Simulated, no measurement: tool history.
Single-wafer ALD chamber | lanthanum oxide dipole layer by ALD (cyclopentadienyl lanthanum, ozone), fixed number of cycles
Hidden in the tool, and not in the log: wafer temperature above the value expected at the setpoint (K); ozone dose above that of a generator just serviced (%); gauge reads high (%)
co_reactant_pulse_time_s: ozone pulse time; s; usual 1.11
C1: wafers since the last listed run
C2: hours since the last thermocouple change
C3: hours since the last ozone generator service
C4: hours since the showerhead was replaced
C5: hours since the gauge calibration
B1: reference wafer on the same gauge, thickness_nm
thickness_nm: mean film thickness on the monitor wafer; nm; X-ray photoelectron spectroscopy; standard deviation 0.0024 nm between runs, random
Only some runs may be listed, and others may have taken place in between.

Run 1, hour 0.0: usual settings; C1 0; C2 1242.2; C3 862.3; C4 2563.9; C5 1234.6; B1 0.508. Result: thickness_nm 0.575 nm.
At hour 26.1: gauge calibrated.
Run 2, hour 67.5: usual settings; C1 1478; C2 1309.7; C3 929.8; C4 2631.4; C5 41.4; B1 0.509. Result: thickness_nm 0.577 nm.
Run 3, hour 111.1: usual settings; C1 955; C2 1353.3; C3 973.4; C4 2675.0; C5 85.0; B1 0.508. Result: thickness_nm 0.574 nm.
Run 4, hour 149.9: usual settings but co_reactant_pulse_time_s 0.94 s; C1 850; C2 1392.1; C3 1012.2; C4 2713.8; C5 123.8; B1 0.509. Result: thickness_nm 0.536 nm.
Run 5, hour 220.4: usual settings but co_reactant_pulse_time_s 0.94 s; C1 1544; C2 1462.6; C3 1082.7; C4 2784.3; C5 194.3; B1 0.508. Result: thickness_nm 0.536 nm.
Run 6, hour 273.1: usual settings but co_reactant_pulse_time_s 0.94 s; C1 1154; C2 1515.3; C3 1135.4; C4 2837.0; C5 247.0; B1 0.508. Result: thickness_nm 0.534 nm.
Run 7, hour 354.3: usual settings; C1 1779; C2 1596.5; C3 1216.6; C4 2918.2; C5 328.2; B1 0.508. Result: thickness_nm 0.570 nm.
Run 8, hour 420.3: usual settings; C1 1446; C2 1662.5; C3 1282.6; C4 2984.2; C5 394.2; B1 0.507. Result: thickness_nm 0.574 nm.
Run 9, hour 468.5: usual settings; C1 1056; C2 1710.7; C3 1330.8; C4 3032.4; C5 442.4; B1 0.508. Result: thickness_nm 0.571 nm.
Run 10, hour 540.2: usual settings; C1 1570; C2 1782.4; C3 1402.5; C4 3104.1; C5 514.1; B1 0.507. Result: thickness_nm 0.569 nm.
Run 11, hour 581.8: usual settings; C1 911; C2 1824.0; C3 1444.1; C4 3145.7; C5 555.7; B1 0.508. Result: thickness_nm 0.571 nm.
Run 12, hour 641.9: usual settings; C1 1316; C2 1884.1; C3 1504.2; C4 3205.8; C5 615.8; B1 0.508. Result: thickness_nm 0.571 nm.
Run 13, hour 709.8: usual settings; C1 1487; C2 1952.0; C3 1572.1; C4 3273.7; C5 683.7; B1 0.508. Result: thickness_nm 0.570 nm.
At hour 746.9: ozone generator serviced.
Run 14, hour 747.4: usual settings; C1 648; C2 1989.6; C3 0.5; C4 3311.3; C5 721.3; B1 0.508. Result: thickness_nm 0.600 nm.
Run 15, hour 792.8: usual settings; C1 994; C2 2035.0; C3 45.9; C4 3356.7; C5 766.7; B1 0.508. Result: thickness_nm 0.601 nm.
At hour 811.5: thermocouple changed; heater temperature recalibrated.
At hour 815.7: showerhead replaced.
Run 16, hour 829.0: usual settings but co_reactant_pulse_time_s 1.46 s; C1 525; C2 17.5; C3 82.1; C4 13.3; C5 802.9; B1 0.508. Result: thickness_nm 0.641 nm.
Run 17, hour 894.2: usual settings; C1 1428; C2 82.7; C3 147.3; C4 78.5; C5 868.1; B1 0.508. Result: thickness_nm 0.596 nm.
Run 18, hour 965.6: usual settings but co_reactant_pulse_time_s 0.73 s; C1 1564; C2 154.1; C3 218.7; C4 149.9; C5 939.5; B1 0.508. Result: thickness_nm 0.489 nm.
Run 19, hour 992.5: usual settings; C1 589; C2 181.0; C3 245.6; C4 176.8; C5 966.4; B1 0.508. Result: thickness_nm 0.593 nm.
At hour 1031.9: gauge calibrated.
Run 20, hour 1122.9: usual settings but co_reactant_pulse_time_s 1.52 s; C1 2857; C2 311.4; C3 376.0; C4 307.2; C5 91.0; B1 0.508. Result: thickness_nm 0.639 nm.
Run 21, hour 1147.0: usual settings; C1 528; C2 335.5; C3 400.1; C4 331.3; C5 115.1; B1 0.508. Result: thickness_nm 0.587 nm.
Run 22, hour 1201.0: usual settings but co_reactant_pulse_time_s 1.29 s; C1 1183; C2 389.5; C3 454.1; C4 385.3; C5 169.1; B1 0.508. Result: thickness_nm 0.615 nm.
Run 23, hour 1264.5: usual settings; C1 1391; C2 453.0; C3 517.6; C4 448.8; C5 232.6; B1 0.508. Result: thickness_nm 0.584 nm.
Run 24, hour 1312.5: usual settings but co_reactant_pulse_time_s 1.37 s; C1 1051; C2 501.0; C3 565.6; C4 496.8; C5 280.6; B1 0.508. Result: thickness_nm 0.624 nm.
Run 25, hour 1371.8: usual settings; C1 1299; C2 560.3; C3 624.9; C4 556.1; C5 339.9; B1 0.508. Result: thickness_nm 0.580 nm.
Run 26, hour 1400.0: usual settings but co_reactant_pulse_time_s 1.22 s; C1 617; C2 588.5; C3 653.1; C4 584.3; C5 368.1; B1 0.508. Result: thickness_nm 0.601 nm.
Run 27, hour 1425.4: usual settings but co_reactant_pulse_time_s 0.81 s; C1 556; C2 613.9; C3 678.5; C4 609.7; C5 393.5; B1 0.508. Result: thickness_nm 0.503 nm.
Run 28, hour 1488.6: usual settings but co_reactant_pulse_time_s 0.75 s; C1 1384; C2 677.1; C3 741.7; C4 672.9; C5 456.7; B1 0.508. Result: thickness_nm 0.478 nm.
Run 29, hour 1556.4: usual settings but co_reactant_pulse_time_s 0.76 s; C1 1485; C2 744.9; C3 809.5; C4 740.7; C5 524.5; B1 0.508. Result: thickness_nm 0.480 nm.
Run 30, hour 1624.2: usual settings but co_reactant_pulse_time_s 0.82 s; C1 1485; C2 812.7; C3 877.3; C4 808.5; C5 592.3; B1 0.508. Result: thickness_nm 0.504 nm.
Run 31, hour 1680.3: usual settings but co_reactant_pulse_time_s 0.98 s; C1 1229; C2 868.8; C3 933.4; C4 864.6; C5 648.4; B1 0.508. Result: thickness_nm 0.544 nm.
Run 32, hour 1844.8: usual settings; C1 3604; C2 1033.3; C3 1097.9; C4 1029.1; C5 812.9; B1 0.508. Result: thickness_nm 0.576 nm.
Run 33, hour 1893.4: usual settings but co_reactant_pulse_time_s 0.81 s; C1 1064; C2 1081.9; C3 1146.5; C4 1077.7; C5 861.5; B1 0.508. Result: thickness_nm 0.495 nm.

For each run, the measured value with the value that run would have given without the tool's hidden condition subtracted. The run-to-run variation is shared by both, the gauge scatter possibly not:
run  thickness_nm
  1        -0.027
  2        -0.028
  3        -0.028
  4        -0.034
  5        -0.036
  6        -0.036
  7        -0.031
  8        -0.031
  9        -0.032
 10        -0.032
 11        -0.033
 12        -0.032
 13        -0.033
 14        -0.001
 15        -0.003
 16        -0.003
 17        -0.007
 18        -0.014
 19        -0.011
 20        -0.009
 21        -0.016
 22        -0.014
 23        -0.018
 24        -0.014
 25        -0.020
 26        -0.019
 27        -0.029
 28        -0.031
 29        -0.032
 30        -0.033
 31        -0.029
 32        -0.028
 33        -0.036
